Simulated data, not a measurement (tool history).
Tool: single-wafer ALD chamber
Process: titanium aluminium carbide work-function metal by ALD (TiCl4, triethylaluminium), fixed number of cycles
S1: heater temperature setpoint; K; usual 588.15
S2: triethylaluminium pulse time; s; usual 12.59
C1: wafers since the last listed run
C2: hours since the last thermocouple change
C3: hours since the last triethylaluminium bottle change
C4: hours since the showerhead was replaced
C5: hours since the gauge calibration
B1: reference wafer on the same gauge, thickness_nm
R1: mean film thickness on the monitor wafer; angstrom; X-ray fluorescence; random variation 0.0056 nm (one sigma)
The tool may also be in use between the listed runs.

{"run": 1, "hour": 0.0, "S1": 578.15, "S2": 12.59, "C1": 0, "C2": 1388.7, "C3": 537.0, "C4": 4601.5, "C5": 135.6, "B1": 1.998, "R1": 21.82}
{"run": 2, "hour": 9.4, "S1": 588.15, "S2": 12.59, "C1": 88, "C2": 1398.1, "C3": 546.4, "C4": 4610.9, "C5": 145.0, "B1": 2.0, "R1": 22.43}
{"run": 3, "hour": 17.2, "S1": 594.15, "S2": 12.59, "C1": 73, "C2": 1405.9, "C3": 554.2, "C4": 4618.7, "C5": 152.8, "B1": 2.0, "R1": 23.04}
{"run": 4, "hour": 26.0, "S1": 594.15, "S2": 12.59, "C1": 82, "C2": 1414.7, "C3": 563.0, "C4": 4627.5, "C5": 161.6, "B1": 1.999, "R1": 23.03}
{"run": 5, "hour": 35.2, "S1": 588.15, "S2": 12.59, "C1": 86, "C2": 1423.9, "C3": 572.2, "C4": 4636.7, "C5": 170.8, "B1": 1.999, "R1": 22.64}
{"run": 6, "hour": 51.5, "S1": 588.15, "S2": 12.59, "C1": 153, "C2": 1440.2, "C3": 588.5, "C4": 4653.0, "C5": 187.1, "B1": 2.0, "R1": 22.6}
{"run": 7, "hour": 63.3, "S1": 588.15, "S2": 12.59, "C1": 111, "C2": 1452.0, "C3": 600.3, "C4": 4664.8, "C5": 198.9, "B1": 2.001, "R1": 22.61}
{"run": 8, "hour": 75.1, "S1": 588.15, "S2": 12.59, "C1": 111, "C2": 1463.8, "C3": 612.1, "C4": 4676.6, "C5": 210.7, "B1": 1.999, "R1": 22.62}
{"run": 9, "hour": 89.4, "S1": 588.15, "S2": 12.59, "C1": 134, "C2": 1478.1, "C3": 626.4, "C4": 4690.9, "C5": 225.0, "B1": 2.0, "R1": 22.63}
{"run": 10, "hour": 105.0, "S1": 593.15, "S2": 12.59, "C1": 147, "C2": 1493.7, "C3": 642.0, "C4": 4706.5, "C5": 240.6, "B1": 2.0, "R1": 23.04}
{"run": 11, "hour": 119.0, "S1": 593.15, "S2": 12.59, "C1": 131, "C2": 1507.7, "C3": 656.0, "C4": 4720.5, "C5": 254.6, "B1": 2.001, "R1": 23.05}
{"run": 12, "hour": 135.2, "S1": 588.15, "S2": 12.59, "C1": 152, "C2": 1523.9, "C3": 672.2, "C4": 4736.7, "C5": 270.8, "B1": 2.0, "R1": 22.59}
{"run": 13, "hour": 149.4, "S1": 588.15, "S2": 12.59, "C1": 133, "C2": 1538.1, "C3": 686.4, "C4": 4750.9, "C5": 285.0, "B1": 1.999, "R1": 22.44}
{"run": 14, "hour": 165.4, "S1": 583.15, "S2": 10.11, "C1": 150, "C2": 1554.1, "C3": 702.4, "C4": 4766.9, "C5": 301.0, "B1": 1.999, "R1": 21.86}
{"hour": 182.5, "done": "thermocouple changed; heater temperature recalibrated"}
{"run": 15, "hour": 183.0, "S1": 583.15, "S2": 10.11, "C1": 90, "C2": 0.5, "C3": 720.0, "C4": 4784.5, "C5": 318.6, "B1": 2.002, "R1": 22.04}
{"run": 16, "hour": 195.0, "S1": 588.15, "S2": 13.84, "C1": 113, "C2": 12.5, "C3": 732.0, "C4": 4796.5, "C5": 330.6, "B1": 2.0, "R1": 22.75}
{"run": 17, "hour": 207.5, "S1": 577.15, "S2": 12.59, "C1": 117, "C2": 25.0, "C3": 744.5, "C4": 4809.0, "C5": 343.1, "B1": 2.0, "R1": 21.67}
{"run": 18, "hour": 222.3, "S1": 595.15, "S2": 8.32, "C1": 139, "C2": 39.8, "C3": 759.3, "C4": 4823.8, "C5": 357.9, "B1": 1.999, "R1": 22.58}
{"hour": 239.5, "done": "showerhead replaced"}
{"run": 19, "hour": 240.0, "S1": 588.15, "S2": 12.59, "C1": 91, "C2": 57.5, "C3": 777.0, "C4": 0.5, "C5": 375.6, "B1": 2.0, "R1": 22.5}
{"run": 20, "hour": 241.7, "S1": 579.15, "S2": 12.59, "C1": 16, "C2": 59.2, "C3": 778.7, "C4": 2.2, "C5": 377.3, "B1": 2.001, "R1": 21.9}
{"hour": 252.2, "done": "gauge calibrated"}
{"run": 21, "hour": 252.2, "S1": 576.15, "S2": 15.77, "C1": 98, "C2": 69.7, "C3": 789.2, "C4": 12.7, "C5": 0.0, "B1": 2.0, "R1": 21.69}
{"run": 22, "hour": 261.0, "S1": 595.15, "S2": 14.17, "C1": 82, "C2": 78.5, "C3": 798.0, "C4": 21.5, "C5": 8.8, "B1": 1.999, "R1": 23.33}
{"hour": 272.5, "done": "triethylaluminium bottle replaced"}
{"run": 23, "hour": 273.7, "S1": 593.15, "S2": 8.39, "C1": 44, "C2": 91.2, "C3": 1.2, "C4": 34.2, "C5": 21.5, "B1": 2.0, "R1": 22.44}
{"run": 24, "hour": 287.7, "S1": 588.15, "S2": 10.03, "C1": 131, "C2": 105.2, "C3": 15.2, "C4": 48.2, "C5": 35.5, "B1": 1.999, "R1": 22.39}
{"run": 25, "hour": 302.4, "S1": 603.15, "S2": 9.27, "C1": 138, "C2": 119.9, "C3": 29.9, "C4": 62.9, "C5": 50.2, "B1": 1.999, "R1": 23.42}
{"run": 26, "hour": 311.6, "S1": 593.15, "S2": 12.59, "C1": 86, "C2": 129.1, "C3": 39.1, "C4": 72.1, "C5": 59.4, "B1": 2.0, "R1": 22.9}
{"run": 27, "hour": 319.0, "S1": 592.15, "S2": 15.43, "C1": 69, "C2": 136.5, "C3": 46.5, "C4": 79.5, "C5": 66.8, "B1": 2.001, "R1": 23.0}
{"run": 28, "hour": 325.0, "S1": 592.15, "S2": 13.9, "C1": 56, "C2": 142.5, "C3": 52.5, "C4": 85.5, "C5": 72.8, "B1": 1.999, "R1": 23.05}
{"run": 29, "hour": 339.4, "S1": 579.15, "S2": 9.35, "C1": 135, "C2": 156.9, "C3": 66.9, "C4": 99.9, "C5": 87.2, "B1": 1.999, "R1": 21.55}
{"run": 30, "hour": 346.4, "S1": 601.15, "S2": 13.96, "C1": 65, "C2": 163.9, "C3": 73.9, "C4": 106.9, "C5": 94.2, "B1": 2.002, "R1": 23.78}
{"run": 31, "hour": 361.0, "S1": 588.15, "S2": 12.59, "C1": 137, "C2": 178.5, "C3": 88.5, "C4": 121.5, "C5": 108.8, "B1": 1.999, "R1": 22.48}
{"run": 32, "hour": 374.4, "S1": 582.15, "S2": 12.59, "C1": 126, "C2": 191.9, "C3": 101.9, "C4": 134.9, "C5": 122.2, "B1": 1.998, "R1": 22.11}

The tool's hidden state at each run:
wafer temperature above the value expected at the setpoint (K): 0 in every run
triethylaluminium dose above that of a fresh bottle (%): 0 in every run
gauge reads high (%): 0 in every run
